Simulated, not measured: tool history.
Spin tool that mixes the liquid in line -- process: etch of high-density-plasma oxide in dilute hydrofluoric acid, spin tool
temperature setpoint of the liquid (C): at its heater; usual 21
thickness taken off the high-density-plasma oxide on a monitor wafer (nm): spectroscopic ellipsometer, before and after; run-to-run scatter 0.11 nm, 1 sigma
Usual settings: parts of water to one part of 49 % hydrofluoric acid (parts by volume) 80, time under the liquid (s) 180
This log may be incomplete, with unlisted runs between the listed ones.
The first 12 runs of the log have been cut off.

run,hour,temperature setpoint of the liquid (C),parts of water to one part of 49 % hydrofluoric acid (parts by volume),time under the liquid (s),"read-back film thickness of the high-density-plasma oxide reference wafer, read on the same gauge (nm)",thickness taken off the high-density-plasma oxide on a monitor wafer (nm)
13,167.3,24,80,110,109.98,14.14
14,174.1,24,80,110,110,14.19
15,183.7,21,80,180,110,20.64
16,190.5,21,80,180,110.02,20.53
17,205.5,21,80,245,110.02,27.64
# hour 207.5: hydrofluoric acid flow meter replaced
18,216.1,21,40,180,110,43.07
# hour 225.4: thermometer replaced, repeated, since the last time left the tool worse
19,229.8,19.5,60,125,109.99,20.91
20,238.2,21,80,180,109.99,23.47
21,247.9,21,80,85,110,11.04
22,263.6,21,80,180,110,23.39
23,278.7,21,115,130,110.02,11.28
24,295.3,24.5,95,280,109.99,34.88
25,312.9,21,110,180,110.02,16.48
26,320.8,21,80,180,110.03,23.39
27,337.6,25.5,115,260,110.01,26.85
28,348.4,21,115,135,110,11.74
29,360.1,21,45,180,110.01,43.47
30,370.8,21,80,180,110.01,23.38
31,386.8,17,80,275,109.99,30.03
32,399.9,19.5,120,285,109.99,22.28
33,411.9,23,80,180,109.99,25.37

Branching from run 33: 3 alternative next runs. What would each branch give?
A,412.4,21,80,180,?,?
B,412.4,23.5,80,180,?,?
C,412.4,19,55,180,?,?

run,"read-back film thickness of the high-density-plasma oxide reference wafer, read on the same gauge (nm)",thickness taken off the high-density-plasma oxide on a monitor wafer (nm)
A,109.98,23.25
B,109.98,25.75
C,109.98,32.01
Stripped of hidden state, with their random variation kept, the same runs would have yielded:
run,thickness taken off the high-density-plasma oxide on a monitor wafer (nm)
A,23.39
B,25.91
C,32.22

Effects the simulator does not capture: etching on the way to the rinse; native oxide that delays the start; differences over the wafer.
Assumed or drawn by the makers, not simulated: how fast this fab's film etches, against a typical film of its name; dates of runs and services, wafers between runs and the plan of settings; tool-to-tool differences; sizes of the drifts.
